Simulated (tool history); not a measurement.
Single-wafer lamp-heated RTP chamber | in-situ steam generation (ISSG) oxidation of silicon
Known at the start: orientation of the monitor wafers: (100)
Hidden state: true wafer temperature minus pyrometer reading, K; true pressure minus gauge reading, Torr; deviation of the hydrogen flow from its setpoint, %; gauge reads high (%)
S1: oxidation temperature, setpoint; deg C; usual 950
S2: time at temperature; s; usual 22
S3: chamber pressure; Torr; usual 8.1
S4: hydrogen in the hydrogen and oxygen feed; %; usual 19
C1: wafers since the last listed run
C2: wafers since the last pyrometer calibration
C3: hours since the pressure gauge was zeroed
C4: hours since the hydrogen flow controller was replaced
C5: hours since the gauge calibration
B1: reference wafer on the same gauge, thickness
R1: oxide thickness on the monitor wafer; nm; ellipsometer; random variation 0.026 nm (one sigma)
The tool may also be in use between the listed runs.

| run | hour | S1 | S2 | S3 | S4 | C1 | C2 | C3 | C4 | C5 | B1 | R1 |
|---|---|---|---|---|---|---|---|---|---|---|---|---|
| 1 | 0.0 | 959 | 22 | 8.1 | 19 | 0 | 4414 | 2588.3 | 6092.8 | 361.9 | 4.224 | 4.709 |
| 2 | 33.5 | 950 | 22 | 8.1 | 19 | 374 | 4789 | 2621.8 | 6126.3 | 395.4 | 4.237 | 4.503 |
| 3 | 74.6 | 950 | 22 | 8.1 | 19 | 460 | 5249 | 2662.9 | 6167.4 | 436.5 | 4.236 | 4.546 |
| 4 | 141.0 | 950 | 22 | 8.1 | 19 | 743 | 5992 | 2729.3 | 6233.8 | 502.9 | 4.224 | 4.542 |
| 5 | 166.0 | 950 | 22 | 8.1 | 19 | 279 | 6272 | 2754.3 | 6258.8 | 527.9 | 4.236 | 4.604 |
| 6 | 192.1 | 950 | 22 | 8.1 | 19 | 292 | 6564 | 2780.4 | 6284.9 | 554.0 | 4.228 | 4.596 |
| 7 | 237.7 | 950 | 22 | 8.1 | 19 | 510 | 7075 | 2826.0 | 6330.5 | 599.6 | 4.237 | 4.559 |
| 8 | 308.5 | 950 | 22 | 8.1 | 19 | 792 | 7867 | 2896.8 | 6401.3 | 670.4 | 4.237 | 4.620 |
| 9 | 342.2 | 950 | 22 | 8.1 | 19 | 377 | 8244 | 2930.5 | 6435.0 | 704.1 | 4.229 | 4.563 |
| 10 | 386.7 | 950 | 22 | 7.5 | 19 | 498 | 8742 | 2975.0 | 6479.5 | 748.6 | 4.224 | 4.620 |
|  | 421.8 | pyrometer window cleaned and pyrometer calibrated |
|  | 451.4 | pressure gauge zeroed |
| 11 | 451.9 | 950 | 22 | 7.5 | 19 | 550 | 246 | 0.5 | 6544.7 | 813.8 | 4.232 | 4.415 |
| 12 | 483.1 | 950 | 22 | 8.1 | 19 | 349 | 596 | 31.7 | 6575.9 | 845.0 | 4.236 | 4.457 |
| 13 | 550.5 | 950 | 22 | 8.9 | 19 | 754 | 1350 | 99.1 | 6643.3 | 912.4 | 4.230 | 4.478 |
|  | 562.4 | hydrogen flow controller replaced |
| 14 | 582.6 | 930 | 28 | 8.6 | 19 | 269 | 1620 | 131.2 | 20.2 | 944.5 | 4.237 | 4.705 |
| 15 | 648.9 | 950 | 30 | 8.1 | 19 | 742 | 2362 | 197.5 | 86.5 | 1010.8 | 4.230 | 5.184 |
|  | 700.7 | gauge calibrated |
| 16 | 701.4 | 950 | 22 | 8.1 | 19 | 587 | 2950 | 250.0 | 139.0 | 0.7 | 4.227 | 4.557 |
| 17 | 737.0 | 967 | 22 | 8.1 | 26 | 398 | 3348 | 285.6 | 174.6 | 36.3 | 4.225 | 5.197 |
| 18 | 794.9 | 944 | 22 | 8.1 | 23 | 648 | 3996 | 343.5 | 232.5 | 94.2 | 4.230 | 4.708 |
| 19 | 844.4 | 938 | 22 | 8.1 | 11 | 554 | 4550 | 393.0 | 282.0 | 143.7 | 4.228 | 3.909 |
| 20 | 1024.3 | 950 | 18 | 7.2 | 11 | 2013 | 6564 | 572.9 | 461.9 | 323.6 | 4.235 | 3.710 |
| 21 | 1072.3 | 950 | 13 | 8.5 | 22 | 537 | 7101 | 620.9 | 509.9 | 371.6 | 4.229 | 3.877 |
| 22 | 1143.3 | 934 | 16 | 8.6 | 19 | 794 | 7896 | 691.9 | 580.9 | 442.6 | 4.232 | 3.848 |
| 23 | 1174.8 | 950 | 22 | 7.6 | 26 | 352 | 8248 | 723.4 | 612.4 | 474.1 | 4.234 | 4.970 |

3 ways to go on from here, each from the tool as it stands after run 23. What would each give?
| A | 1175.2 | 950 | 22 | 8.1 | 19 | 4 | 8253 | 723.8 | 612.8 | 474.5 | ? | ? |
| B | 1175.2 | 967 | 22 | 8.1 | 12 | 4 | 8253 | 723.8 | 612.8 | 474.5 | ? | ? |
| C | 1175.2 | 966 | 22 | 8.9 | 24 | 4 | 8253 | 723.8 | 612.8 | 474.5 | ? | ? |

| run | B1 | R1 |
|---|---|---|
| A | 4.229 | 4.608 |
| B | 4.229 | 4.429 |
| C | 4.229 | 5.106 |
Without the tool's hidden state the same runs would have given:
| run | R1 |
|---|---|
| A | 4.450 |
| B | 4.262 |
| C | 4.912 |
